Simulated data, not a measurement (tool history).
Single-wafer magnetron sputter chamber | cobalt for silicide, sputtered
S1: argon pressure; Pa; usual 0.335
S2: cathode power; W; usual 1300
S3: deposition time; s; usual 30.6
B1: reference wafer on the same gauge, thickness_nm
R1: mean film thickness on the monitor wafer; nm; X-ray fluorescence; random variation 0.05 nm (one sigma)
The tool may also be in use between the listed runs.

run	hour	S1	S2	S3	B1	R1
1	0.0	0.335	1300	30.6	19.794	20.211
2	58.4	0.335	1300	30.6	19.788	20.277
3	104.6	0.420	1300	30.6	19.775	19.660
4	141.3	0.335	1300	27.6	19.763	18.317
5	191.3	0.335	1300	27.6	19.751	18.195
6	253.7	0.335	1300	30.6	19.738	20.277
# hour 295.0: sputter target and shields replaced
7	322.1	0.335	1300	30.6	19.721	20.257
8	412.0	0.335	1300	30.6	19.713	20.270
9	471.3	0.335	1300	30.6	19.701	20.244
10	558.8	0.335	1300	30.6	19.690	20.286
11	638.7	0.335	1150	30.6	19.657	17.833
12	704.5	0.335	1150	30.6	19.644	17.852
# hour 724.6: gauge calibrated
13	757.2	0.335	1300	30.6	20.146	20.737
# hour 823.5: sputter target and shields replaced
14	844.4	0.335	1300	30.6	20.129	20.640
15	1053.7	0.335	1300	30.6	20.092	20.586
16	1092.8	0.335	1150	33.5	20.079	19.903
17	1155.1	0.335	1300	30.6	20.066	20.699
18	1204.0	0.226	1600	30.6	20.058	26.466
# hour 1270.6: sputter target and shields replaced
19	1271.1	0.335	1300	30.6	20.055	20.573
# hour 1355.4: capacitance manometer re-zeroed and calibrated
# hour 1463.3: magnet pack replaced
20	1587.2	0.335	1050	30.6	19.991	16.598
21	1655.6	0.273	1300	30.6	19.982	20.991
# hour 1725.4: sputter target and shields replaced
22	1746.9	0.335	1300	26.1	19.942	17.522
23	1833.9	0.418	1300	30.6	19.933	19.805
24	1904.8	0.418	1100	30.6	19.910	16.821
25	1999.9	0.271	1600	30.6	19.904	25.764
26	2042.1	0.398	1300	30.6	19.905	20.010
27	2078.6	0.283	1100	30.6	19.886	17.538
# hour 2155.1: sputter target and shields replaced
28	2256.0	0.240	1000	34.9	19.847	18.558
29	2316.8	0.335	1300	30.6	19.848	20.341
30	2361.3	0.226	1600	30.6	19.828	26.023

Hidden state or all else? Some run-to-run changes of R1, split into what the settings, what came in and random variation would give without the hidden state, and what is left for the hidden state (with any gauge scatter that isn't in both results):
The hidden state here: deposition rate above that of a new target (%); true argon pressure above the setpoint (%); gauge reads high (%).
Run 12 -> 13: S2 1150 -> 1300, gauge calibrated. R1 +2.885 nm: hidden state +0.448, all else +2.437.
Run 17 -> 18: S1 0.335 -> 0.226, S2 1300 -> 1600. R1 +5.767 nm: hidden state -0.050, all else +5.817.
Run 18 -> 19: S1 0.226 -> 0.335, S2 1600 -> 1300, sputter target and shields replaced. R1 -5.893 nm: hidden state +0.027, all else -5.920.
Run 24 -> 25: S1 0.418 -> 0.271, S2 1100 -> 1600. R1 +8.943 nm: hidden state -0.148, all else +9.091.
Run 29 -> 30: S1 0.335 -> 0.226, S2 1300 -> 1600. R1 +5.682 nm: hidden state -0.114, all else +5.796.
